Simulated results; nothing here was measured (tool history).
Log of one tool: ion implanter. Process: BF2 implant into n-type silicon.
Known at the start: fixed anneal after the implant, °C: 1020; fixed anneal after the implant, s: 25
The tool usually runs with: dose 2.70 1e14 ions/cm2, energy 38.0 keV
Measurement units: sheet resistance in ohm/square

run	hour	dose	energy	wafers since the last listed run	hours since the last dose calibration	hours since the extraction supply was calibrated	hours since the gauge calibration	read-back reference wafer on the same gauge, sheet resistance	sheet resistance
1	0.0	2.70	38.0	0	1145.8	2112.2	160.7	404.02	368.19
2	35.7	2.70	38.0	555	1181.5	2147.9	196.4	404.00	367.81
3	53.4	2.32	38.0	275	1199.2	2165.6	214.1	403.89	415.02
4	65.7	2.32	38.0	191	1211.5	2177.9	226.4	403.99	413.94
5	96.7	2.70	38.0	482	1242.5	2208.9	257.4	403.81	364.75
6	124.2	2.70	38.0	427	1270.0	2236.4	284.9	403.63	366.58
7	155.3	2.70	38.0	483	1301.1	2267.5	316.0	404.03	364.36
8	178.6	2.07	47.0	362	1324.4	2290.8	339.3	403.93	444.91
9	204.1	2.27	38.0	396	1349.9	2316.3	364.8	404.02	421.56
10	222.9	2.27	38.0	292	1368.7	2335.1	383.6	403.64	422.13
11	235.8	2.27	38.0	200	1381.6	2348.0	396.5	403.59	420.14
12	249.2	3.03	29.0	208	1395.0	2361.4	409.9	404.18	339.27
13	280.1	2.27	38.0	480	1425.9	2392.3	440.8	404.20	418.89
14	315.1	3.48	30.0	544	1460.9	2427.3	475.8	403.96	297.57
15	342.2	2.70	38.0	421	1488.0	2454.4	502.9	404.03	363.03
16	377.8	2.70	38.0	553	1523.6	2490.0	538.5	404.13	363.18
# hour 413.9: extraction supply calibrated
# hour 458.7: gauge calibrated
17	484.9	2.12	38.0	1541	1630.7	71.0	26.2	403.86	441.21
# hour 511.5: Faraday cup replaced and dose calibrated
18	518.7	2.70	43.5	401	7.2	104.8	60.0	403.84	368.46
19	553.2	2.70	38.0	536	41.7	139.3	94.5	403.88	375.47
20	577.6	2.39	48.5	379	66.1	163.7	118.9	403.92	405.42
21	604.9	3.12	32.5	424	93.4	191.0	146.2	403.84	336.65
22	632.6	3.07	49.5	430	121.1	218.7	173.9	404.05	329.47
23	656.7	3.39	31.0	374	145.2	242.8	198.0	403.86	315.73
24	689.8	2.70	38.0	514	178.3	275.9	231.1	404.02	375.97

What differs in the tool's unlogged condition from the final listed run ahead of each entry between runs to the first listed run following it?
After run 16, before run 17: extraction supply calibrated (hour 413.9); gauge calibrated (hour 458.7)
  deviation of the true dose from the Faraday cup's reading, %: 4.21 -> 4.72
  the result without the hidden state subtracted from the measured one, sheet resistance: -12.80 -> -17.10 ohm/square
After run 17, before run 18: Faraday cup replaced and dose calibrated (hour 511.5)
  deviation of the true dose from the Faraday cup's reading, %: 4.72 -> -0.158
  the result without the hidden state subtracted from the measured one, sheet resistance: -17.10 -> +0.49 ohm/square
